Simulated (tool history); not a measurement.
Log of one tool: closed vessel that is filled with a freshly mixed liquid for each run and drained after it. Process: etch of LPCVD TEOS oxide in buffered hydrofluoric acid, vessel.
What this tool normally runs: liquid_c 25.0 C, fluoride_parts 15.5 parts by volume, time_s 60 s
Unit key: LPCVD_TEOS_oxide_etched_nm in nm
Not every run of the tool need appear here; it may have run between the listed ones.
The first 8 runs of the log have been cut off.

| run | hour | liquid_c | fluoride_parts | time_s | read-back film thickness of the LPCVD TEOS oxide reference wafer, read on the same gauge (nm) | LPCVD_TEOS_oxide_etched_nm |
|---|---|---|---|---|---|---|
| 9 | 545.0 | 25.0 | 15.5 | 60 | 139.97 | 80.05 |
|  | 611.8 | gauge calibrated |
| 10 | 639.0 | 25.0 | 15.5 | 60 | 140.01 | 80.20 |
| 11 | 699.0 | 25.0 | 11.0 | 90 | 139.99 | 170.09 |
| 12 | 752.5 | 28.5 | 15.5 | 60 | 139.94 | 97.68 |
| 13 | 818.5 | 25.0 | 15.5 | 60 | 139.97 | 81.75 |
|  | 848.9 | thermometer replaced |
| 14 | 903.4 | 28.0 | 15.5 | 30 | 139.98 | 44.44 |
| 15 | 944.5 | 23.5 | 11.0 | 60 | 139.98 | 98.19 |
| 16 | 1020.6 | 21.0 | 15.5 | 70 | 140.03 | 70.68 |
| 17 | 1103.8 | 25.0 | 15.5 | 60 | 140.00 | 76.13 |
|  | 1161.9 | hydrofluoric acid flow meter replaced |
| 18 | 1179.6 | 27.5 | 11.5 | 30 | 139.99 | 59.27 |
| 19 | 1276.6 | 25.0 | 15.5 | 60 | 139.99 | 75.86 |
| 20 | 1346.1 | 25.0 | 15.5 | 60 | 140.04 | 77.44 |
| 21 | 1387.5 | 27.5 | 18.0 | 60 | 140.05 | 74.94 |
| 22 | 1427.7 | 25.0 | 15.5 | 60 | 140.01 | 77.51 |
| 23 | 1488.1 | 25.0 | 15.5 | 60 | 140.05 | 77.46 |
| 24 | 1532.9 | 22.0 | 12.5 | 90 | 139.98 | 121.43 |
| 25 | 1574.2 | 25.0 | 15.5 | 60 | 140.01 | 77.16 |
| 26 | 1659.0 | 25.0 | 14.0 | 50 | 139.99 | 71.55 |
| 27 | 1733.2 | 29.0 | 13.5 | 85 | 140.01 | 156.83 |
| 28 | 1812.0 | 25.0 | 18.5 | 75 | 139.97 | 81.98 |
| 29 | 1910.0 | 25.0 | 15.5 | 60 | 139.96 | 78.32 |
| 30 | 2004.5 | 21.0 | 15.5 | 60 | 140.01 | 63.65 |
| 31 | 2096.4 | 22.0 | 15.5 | 60 | 140.03 | 67.45 |
| 32 | 2169.4 | 25.0 | 15.5 | 60 | 140.02 | 80.22 |
| 33 | 2265.0 | 29.5 | 13.5 | 95 | 139.97 | 183.04 |

Forecast each of these 4 alternatives for the next run:
| A | 2265.7 | 25.0 | 18.5 | 60 | ? | ? |
| B | 2265.7 | 25.0 | 15.5 | 75 | ? | ? |
| C | 2265.7 | 21.0 | 10.5 | 60 | ? | ? |
| D | 2265.7 | 27.0 | 17.5 | 30 | ? | ? |

| run | read-back film thickness of the LPCVD TEOS oxide reference wafer, read on the same gauge (nm) | LPCVD_TEOS_oxide_etched_nm |
|---|---|---|
| A | 140.03 | 66.99 |
| B | 140.03 | 99.66 |
| C | 140.03 | 93.85 |
| D | 140.03 | 39.38 |
Stripped of hidden state, with their random variation kept, the same runs would have yielded:
| run | LPCVD_TEOS_oxide_etched_nm |
|---|---|
| A | 62.81 |
| B | 93.45 |
| C | 87.87 |
| D | 36.96 |
